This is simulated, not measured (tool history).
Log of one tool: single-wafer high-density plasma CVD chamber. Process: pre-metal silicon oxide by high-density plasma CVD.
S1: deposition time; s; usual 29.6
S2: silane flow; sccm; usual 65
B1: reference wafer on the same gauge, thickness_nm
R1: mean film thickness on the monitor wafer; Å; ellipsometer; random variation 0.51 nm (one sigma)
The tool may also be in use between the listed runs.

Run 1, hour 0: usual settings; B1 211.011. Result: R1 1846.9 Å.
Run 2, hour 32.8: usual settings; B1 210.801. Result: R1 1849.09 Å.
Run 3, hour 60.6: usual settings; B1 211.138. Result: R1 1847.14 Å.
Run 4, hour 80.2: usual settings; B1 210.937. Result: R1 1844.49 Å.
Run 5, hour 96.1: usual settings; B1 210.904. Result: R1 1839.87 Å.
Run 6, hour 196.9: usual settings; B1 211.007. Result: R1 1844.94 Å.
Run 7, hour 214.2: usual settings but S1 26.2 s, S2 68 sccm; B1 211.051. Result: R1 1693.29 Å.
Run 8, hour 247.4: usual settings but S1 26.2 s, S2 68 sccm; B1 211.058. Result: R1 1698.75 Å.
Run 9, hour 265.9: usual settings but S1 31.6 s; B1 210.945. Result: R1 1966.87 Å.
Run 10, hour 292: usual settings but S1 31.6 s; B1 210.992. Result: R1 1957.72 Å.
Run 11, hour 325.7: usual settings but S1 31.6 s; B1 211.082. Result: R1 1971.72 Å.
Run 12, hour 348.9: usual settings; B1 211.025. Result: R1 1839.03 Å.
Run 13, hour 369.1: usual settings; B1 210.969. Result: R1 1848.23 Å.
Run 14, hour 389.3: usual settings; B1 211.021. Result: R1 1842.03 Å.
Run 15, hour 404: usual settings but S1 27.3 s; B1 211.044. Result: R1 1703.77 Å.
Run 16, hour 421.2: usual settings; B1 211.091. Result: R1 1845.46 Å.
Run 17, hour 441.9: usual settings; B1 210.997. Result: R1 1846.07 Å.
Run 18, hour 458.4: usual settings; B1 211.042. Result: R1 1840.36 Å.
Run 19, hour 487: usual settings; B1 211.194. Result: R1 1850.59 Å.
Run 20, hour 515.5: usual settings but S1 31.6 s, S2 72 sccm; B1 210.978. Result: R1 2154.08 Å.
At hour 545.1: silane flow controller replaced.
Run 21, hour 549.3: usual settings but S1 26.5 s, S2 69 sccm; B1 211.005. Result: R1 1688.84 Å.
Run 22, hour 573.3: usual settings but S2 53 sccm; B1 211.111. Result: R1 1483.78 Å.
Run 23, hour 588.9: usual settings but S1 31.8 s, S2 53 sccm; B1 211.029. Result: R1 1595.12 Å.
Run 24, hour 615.8: usual settings; B1 211.078. Result: R1 1772.91 Å.
Run 25, hour 632.6: usual settings; B1 210.885. Result: R1 1780.43 Å.
Run 26, hour 663.1: usual settings but S1 26.1 s; B1 210.946. Result: R1 1565.99 Å.
At hour 678.1: silane flow controller replaced, repeated, since the last time left the tool worse.
Run 27, hour 684.3: usual settings but S1 33.9 s, S2 73 sccm; B1 210.931. Result: R1 2424.9 Å.
Run 28, hour 698.4: usual settings but S1 26.3 s, S2 62 sccm; B1 211.091. Result: R1 1611.49 Å.
Run 29, hour 716.4: usual settings but S1 26.5 s, S2 69 sccm; B1 211.101. Result: R1 1806.4 Å.
Run 30, hour 745.4: usual settings but S1 32.4 s, S2 53 sccm; B1 211.097. Result: R1 1740.97 Å.
At hour 764.8: gauge calibrated.
Run 31, hour 780.1: usual settings but S1 27.5 s, S2 71 sccm; B1 211.012. Result: R1 1899.92 Å.
Run 32, hour 816.1: usual settings but S1 28 s, S2 53 sccm; B1 210.852. Result: R1 1496.43 Å.
Run 33, hour 838.8: usual settings but S1 35.2 s, S2 72 sccm; B1 210.996. Result: R1 2466.24 Å.
Run 34, hour 855.2: usual settings but S1 32 s, S2 72 sccm; B1 211.029. Result: R1 2240.47 Å.
Run 35, hour 879.3: usual settings but S1 31.3 s, S2 72 sccm; B1 210.958. Result: R1 2178.97 Å.
Run 36, hour 914.7: usual settings but S1 24.1 s, S2 70 sccm; B1 211.002. Result: R1 1648.31 Å.
Run 37, hour 934.5: usual settings; B1 210.957. Result: R1 1883.49 Å.
Run 38, hour 958.4: usual settings but S1 34.7 s, S2 53 sccm; B1 210.939. Result: R1 1841.01 Å.

What the log doesn't show, run by run:
gauge reads high (%): 0 in every run
H1: delivered silane flow above the setpoint (%)
run       H1
  1    -3.46
  2    -3.48
  3     -3.5
  4    -3.51
  5    -3.51
  6    -3.56
  7    -3.57
  8    -3.58
  9    -3.59
 10     -3.6
 11    -3.62
 12    -3.63
 13    -3.63
 14    -3.64
 15    -3.65
 16    -3.65
 17    -3.66
 18    -3.66
 19    -3.67
 20    -3.68
 21    -7.26
 22    -7.37
 23    -7.44
 24    -7.55
 25    -7.62
 26    -7.74
 27  -0.0981
 28    -0.16
 29   -0.238
 30   -0.361
 31   -0.503
 32   -0.645
 33   -0.731
 34   -0.792
 35    -0.88
 36    -1.01
 37    -1.07
 38    -1.15

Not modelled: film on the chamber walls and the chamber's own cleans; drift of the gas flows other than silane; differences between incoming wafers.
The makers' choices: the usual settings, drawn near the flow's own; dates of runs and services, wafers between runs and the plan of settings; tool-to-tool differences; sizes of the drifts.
